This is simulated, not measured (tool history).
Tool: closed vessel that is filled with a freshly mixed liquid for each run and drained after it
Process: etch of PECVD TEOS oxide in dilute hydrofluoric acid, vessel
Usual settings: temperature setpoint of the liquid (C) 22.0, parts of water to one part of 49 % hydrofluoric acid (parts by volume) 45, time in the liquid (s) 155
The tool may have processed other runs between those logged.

| run | hour | temperature setpoint of the liquid (C) | parts of water to one part of 49 % hydrofluoric acid (parts by volume) | time in the liquid (s) | read-back film thickness of the PECVD TEOS oxide reference wafer, read on the same gauge (nm) | thickness taken off the PECVD TEOS oxide on a monitor wafer (nm) |
|---|---|---|---|---|---|---|
| 1 | 0.0 | 22.0 | 45 | 155 | 99.98 | 32.95 |
| 2 | 17.6 | 22.0 | 45 | 155 | 100.02 | 32.91 |
| 3 | 29.4 | 22.0 | 45 | 220 | 99.97 | 46.38 |
| 4 | 45.2 | 22.0 | 45 | 220 | 100.00 | 45.99 |
| 5 | 56.4 | 22.0 | 45 | 155 | 100.03 | 32.55 |
| 6 | 66.7 | 22.0 | 45 | 155 | 99.98 | 32.79 |
| 7 | 72.8 | 24.5 | 45 | 155 | 100.04 | 35.97 |
| 8 | 87.6 | 24.5 | 45 | 155 | 100.02 | 36.47 |
| 9 | 104.6 | 24.5 | 45 | 155 | 100.03 | 35.94 |
| 10 | 114.2 | 22.0 | 45 | 155 | 99.98 | 32.63 |
| 11 | 124.9 | 22.0 | 45 | 155 | 100.01 | 32.46 |
| 12 | 142.9 | 22.0 | 45 | 155 | 99.99 | 32.42 |
| 13 | 157.8 | 22.0 | 45 | 155 | 99.99 | 32.26 |
| 14 | 175.2 | 27.0 | 60 | 105 | 100.01 | 19.87 |
| 15 | 192.8 | 26.0 | 50 | 250 | 100.01 | 54.70 |
|  | 195.1 | hydrofluoric acid flow meter replaced |
|  | 198.0 | thermometer replaced |
| 16 | 210.3 | 25.0 | 60 | 90 | 99.97 | 14.75 |
| 17 | 220.7 | 19.5 | 25 | 195 | 100.02 | 62.72 |
| 18 | 240.7 | 22.0 | 45 | 155 | 100.02 | 30.14 |
|  | 250.2 | thermometer replaced, repeated, since the last time left the tool worse |
|  | 250.5 | gauge calibrated |
| 19 | 250.6 | 25.5 | 30 | 210 | 99.99 | 82.90 |
| 20 | 258.4 | 17.5 | 35 | 90 | 100.01 | 21.27 |
| 21 | 266.9 | 22.0 | 55 | 155 | 100.00 | 27.99 |
| 22 | 280.5 | 25.5 | 45 | 225 | 100.04 | 58.00 |
| 23 | 291.1 | 24.0 | 55 | 235 | 100.01 | 46.01 |
| 24 | 303.1 | 17.5 | 35 | 90 | 100.03 | 21.51 |
| 25 | 347.3 | 25.5 | 30 | 210 | 99.98 | 82.77 |
| 26 | 359.9 | 22.0 | 45 | 155 | 100.03 | 34.17 |

What was the tool's hidden state at every run in the log?
hydrofluoric acid flow below the setpoint (%): 0 on each run
gauge reads high (%): 0 on each run
H1: liquid colder than its thermometer reads (K)
| run | H1 |
|---|---|
| 1 | 1.4 |
| 2 | 1.42 |
| 3 | 1.43 |
| 4 | 1.45 |
| 5 | 1.46 |
| 6 | 1.47 |
| 7 | 1.48 |
| 8 | 1.49 |
| 9 | 1.51 |
| 10 | 1.52 |
| 11 | 1.54 |
| 12 | 1.55 |
| 13 | 1.57 |
| 14 | 1.59 |
| 15 | 1.61 |
| 16 | 3.21 |
| 17 | 3.22 |
| 18 | 3.24 |
| 19 | 0.0914 |
| 20 | 0.0999 |
| 21 | 0.109 |
| 22 | 0.124 |
| 23 | 0.135 |
| 24 | 0.149 |
| 25 | 0.197 |
| 26 | 0.21 |

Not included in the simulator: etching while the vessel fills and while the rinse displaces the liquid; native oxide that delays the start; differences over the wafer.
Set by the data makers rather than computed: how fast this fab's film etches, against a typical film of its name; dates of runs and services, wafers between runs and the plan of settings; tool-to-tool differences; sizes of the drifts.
